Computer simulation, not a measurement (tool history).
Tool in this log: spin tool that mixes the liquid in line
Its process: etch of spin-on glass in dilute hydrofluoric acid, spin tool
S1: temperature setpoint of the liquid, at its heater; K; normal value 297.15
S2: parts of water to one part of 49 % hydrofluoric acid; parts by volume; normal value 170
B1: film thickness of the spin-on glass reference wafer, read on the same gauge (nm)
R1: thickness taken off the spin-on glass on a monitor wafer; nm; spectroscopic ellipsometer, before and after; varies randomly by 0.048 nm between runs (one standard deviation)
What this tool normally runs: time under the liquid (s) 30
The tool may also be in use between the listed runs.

run 1 hour=0 | S1=293.15 S2=170 time_under_the_liquid_(s)=40 | B1=150.01 | R1=8.98
-- hour=14.3 thermometer replaced
run 2 hour=54.3 | S1=297.15 S2=220 time_under_the_liquid_(s)=45 | B1=150 | R1=8.44
-- hour=95.2 hydrofluoric acid flow meter replaced
run 3 hour=144.8 | S1=297.15 S2=220 time_under_the_liquid_(s)=45 | B1=149.98 | R1=8.12
run 4 hour=220 | S1=297.15 S2=170 time_under_the_liquid_(s)=30 | B1=150 | R1=7.44
run 5 hour=301.4 | S1=297.15 S2=170 time_under_the_liquid_(s)=30 | B1=150.01 | R1=7.53
run 6 hour=365 | S1=297.15 S2=120 time_under_the_liquid_(s)=30 | B1=150.03 | R1=11.19
run 7 hour=418.4 | S1=297.15 S2=120 time_under_the_liquid_(s)=30 | B1=149.98 | R1=11.3
run 8 hour=478.5 | S1=300.65 S2=170 time_under_the_liquid_(s)=30 | B1=149.99 | R1=8.64
run 9 hour=517.2 | S1=300.65 S2=170 time_under_the_liquid_(s)=30 | B1=150.01 | R1=8.72
run 10 hour=581 | S1=300.15 S2=195 time_under_the_liquid_(s)=30 | B1=150.02 | R1=7.18
run 11 hour=618 | S1=300.15 S2=195 time_under_the_liquid_(s)=30 | B1=150 | R1=7.29
run 12 hour=714 | S1=297.15 S2=170 time_under_the_liquid_(s)=15 | B1=149.99 | R1=3.86
run 13 hour=792.3 | S1=297.15 S2=170 time_under_the_liquid_(s)=15 | B1=150 | R1=3.9
run 14 hour=863.1 | S1=297.15 S2=170 time_under_the_liquid_(s)=30 | B1=150.01 | R1=7.82

Predict the results of run 15:
run 15 hour=903 | S1=297.15 S2=170 time_under_the_liquid_(s)=35 | B1=? | R1=?

B1: 149.98
R1: 9.18 nm
Without the tool's hidden state the same run would have given R1 8.57 nm.
